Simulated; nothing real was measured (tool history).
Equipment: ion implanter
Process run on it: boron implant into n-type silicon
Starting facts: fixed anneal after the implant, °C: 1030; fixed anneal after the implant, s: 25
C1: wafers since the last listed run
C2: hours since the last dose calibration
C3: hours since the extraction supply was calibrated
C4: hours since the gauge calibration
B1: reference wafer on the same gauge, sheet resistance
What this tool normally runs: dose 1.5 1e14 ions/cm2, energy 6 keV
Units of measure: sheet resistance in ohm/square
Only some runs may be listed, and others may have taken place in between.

run 1 hour=0 | dose=1.66 energy=4.5 | C1=0 C2=665.1 C3=2795.1 C4=2343.8 | B1=483.94 | sheet_resistance=560.68
run 2 hour=50.9 | dose=1.66 energy=4.5 | C1=770 C2=716 C3=2846 C4=2394.7 | B1=483.69 | sheet_resistance=560.99
-- hour=125.4 Faraday cup replaced and dose calibrated
run 3 hour=125.9 | dose=1.5 energy=6.5 | C1=1013 C2=0.5 C3=2921 C4=2469.7 | B1=484.08 | sheet_resistance=574.18
run 4 hour=160.8 | dose=1.5 energy=6.5 | C1=527 C2=35.4 C3=2955.9 C4=2504.6 | B1=483.44 | sheet_resistance=574.98
run 5 hour=281.4 | dose=1.38 energy=5 | C1=1824 C2=156 C3=3076.5 C4=2625.2 | B1=483.03 | sheet_resistance=639.43
run 6 hour=374 | dose=1.38 energy=5 | C1=1400 C2=248.6 C3=3169.1 C4=2717.8 | B1=484.37 | sheet_resistance=635.75
run 7 hour=474.3 | dose=1.38 energy=5 | C1=1517 C2=348.9 C3=3269.4 C4=2818.1 | B1=484.23 | sheet_resistance=637.89
run 8 hour=525.9 | dose=1.5 energy=6 | C1=780 C2=400.5 C3=3321 C4=2869.7 | B1=484.1 | sheet_resistance=578.52
run 9 hour=618.6 | dose=1.33 energy=6 | C1=1402 C2=493.2 C3=3413.7 C4=2962.4 | B1=485.19 | sheet_resistance=645.45
run 10 hour=704.6 | dose=1.33 energy=6 | C1=1301 C2=579.2 C3=3499.7 C4=3048.4 | B1=482.81 | sheet_resistance=645.47
run 11 hour=748.8 | dose=1.5 energy=6 | C1=668 C2=623.4 C3=3543.9 C4=3092.6 | B1=484.51 | sheet_resistance=583.71
run 12 hour=826.5 | dose=1.5 energy=6 | C1=1175 C2=701.1 C3=3621.6 C4=3170.3 | B1=484.76 | sheet_resistance=589.69
-- hour=873.7 Faraday cup replaced and dose calibrated
run 13 hour=900.7 | dose=1.5 energy=6 | C1=1001 C2=27 C3=3695.8 C4=3244.5 | B1=483.48 | sheet_resistance=563.32
run 14 hour=984.9 | dose=1.5 energy=6 | C1=1273 C2=111.2 C3=3780 C4=3328.7 | B1=483.97 | sheet_resistance=565.79
run 15 hour=1028.1 | dose=1.5 energy=7 | C1=653 C2=154.4 C3=3823.2 C4=3371.9 | B1=483.73 | sheet_resistance=551.4
run 16 hour=1123.5 | dose=1.5 energy=7 | C1=1443 C2=249.8 C3=3918.6 C4=3467.3 | B1=483.38 | sheet_resistance=550.25
-- hour=1147.6 gauge calibrated
run 17 hour=1212.5 | dose=1.5 energy=7 | C1=1346 C2=338.8 C3=4007.6 C4=64.9 | B1=483.99 | sheet_resistance=550.17
-- hour=1289.8 Faraday cup replaced and dose calibrated, repeated, since the last time left the tool worse
run 18 hour=1297.9 | dose=1.36 energy=6 | C1=1170 C2=8.1 C3=4093 C4=150.3 | B1=483.4 | sheet_resistance=628.24
run 19 hour=1373.5 | dose=1.16 energy=5.5 | C1=1143 C2=83.7 C3=4168.6 C4=225.9 | B1=482.91 | sheet_resistance=727.08
run 20 hour=1477.7 | dose=1.5 energy=6 | C1=1576 C2=187.9 C3=4272.8 C4=330.1 | B1=484.46 | sheet_resistance=582.12
run 21 hour=1571.5 | dose=1.35 energy=4 | C1=1419 C2=281.7 C3=4366.6 C4=423.9 | B1=483.45 | sheet_resistance=664.15
run 22 hour=1626.6 | dose=1.35 energy=4 | C1=833 C2=336.8 C3=4421.7 C4=479 | B1=484.23 | sheet_resistance=662.94
run 23 hour=1677.4 | dose=1.74 energy=8 | C1=768 C2=387.6 C3=4472.5 C4=529.8 | B1=484.01 | sheet_resistance=498.19
run 24 hour=1824.6 | dose=1.28 energy=6 | C1=2226 C2=534.8 C3=4619.7 C4=677 | B1=484.5 | sheet_resistance=665.94
-- hour=1909.7 Faraday cup replaced and dose calibrated
run 25 hour=1921.8 | dose=1.92 energy=4.5 | C1=1349 C2=12.1 C3=4716.9 C4=774.2 | B1=483.95 | sheet_resistance=486.81
run 26 hour=1968.9 | dose=1.21 energy=5.5 | C1=712 C2=59.2 C3=4764 C4=821.3 | B1=483.23 | sheet_resistance=691.93
run 27 hour=2047.4 | dose=1.5 energy=6 | C1=1187 C2=137.7 C3=4842.5 C4=899.8 | B1=483.48 | sheet_resistance=578.46
run 28 hour=2087 | dose=1.89 energy=7 | C1=599 C2=177.3 C3=4882.1 C4=939.4 | B1=483.65 | sheet_resistance=468.02
-- hour=2105.6 extraction supply calibrated
run 29 hour=2144.2 | dose=1.85 energy=4.5 | C1=744 C2=234.5 C3=38.6 C4=996.6 | B1=483.7 | sheet_resistance=502.73
run 30 hour=2232 | dose=1.64 energy=4 | C1=1328 C2=322.3 C3=126.4 C4=1084.4 | B1=484.52 | sheet_resistance=568.34
run 31 hour=2269.7 | dose=1.5 energy=6 | C1=570 C2=360 C3=164.1 C4=1122.1 | B1=483.8 | sheet_resistance=580.1
run 32 hour=2376.1 | dose=1.21 energy=4 | C1=1609 C2=466.4 C3=270.5 C4=1228.5 | B1=484.27 | sheet_resistance=739.96
run 33 hour=2653.5 | dose=1.36 energy=6 | C1=4196 C2=743.8 C3=547.9 C4=1505.9 | B1=484.29 | sheet_resistance=638.86
-- hour=2706.6 Faraday cup replaced and dose calibrated
run 34 hour=2743.9 | dose=1.5 energy=6 | C1=1246 C2=37.3 C3=638.3 C4=1596.3 | B1=483.24 | sheet_resistance=577.63
run 35 hour=2847.8 | dose=1.78 energy=6 | C1=1571 C2=141.2 C3=742.2 C4=1700.2 | B1=483.85 | sheet_resistance=502.53
run 36 hour=2929.1 | dose=1.5 energy=6 | C1=1229 C2=222.5 C3=823.5 C4=1781.5 | B1=484.7 | sheet_resistance=578
run 37 hour=2996.7 | dose=1.8 energy=7.5 | C1=1022 C2=290.1 C3=891.1 C4=1849.1 | B1=484.08 | sheet_resistance=485
run 38 hour=3107.2 | dose=1.5 energy=8 | C1=1671 C2=400.6 C3=1001.6 C4=1959.6 | B1=484.11 | sheet_resistance=560.42

Predict each of these 3 candidate next runs independently; none follows another, all start after run 38:
run A hour=3107.6 | dose=1.5 energy=6 | C1=6 C2=401 C3=1002 C4=1960 | B1=? | sheet_resistance=?
run B hour=3107.6 | dose=1.13 energy=6 | C1=6 C2=401 C3=1002 C4=1960 | B1=? | sheet_resistance=?
run C hour=3107.6 | dose=1.62 energy=4.5 | C1=6 C2=401 C3=1002 C4=1960 | B1=? | sheet_resistance=?

run=A B1=484.09 sheet_resistance=581.41
run=B B1=484.09 sheet_resistance=733.2
run=C B1=484.09 sheet_resistance=564.98
The same runs, with their run-to-run variation unchanged, on a tool lacking any hidden condition would have given:
run=A sheet_resistance=579.49
run=B sheet_resistance=730.79
run=C sheet_resistance=563.08
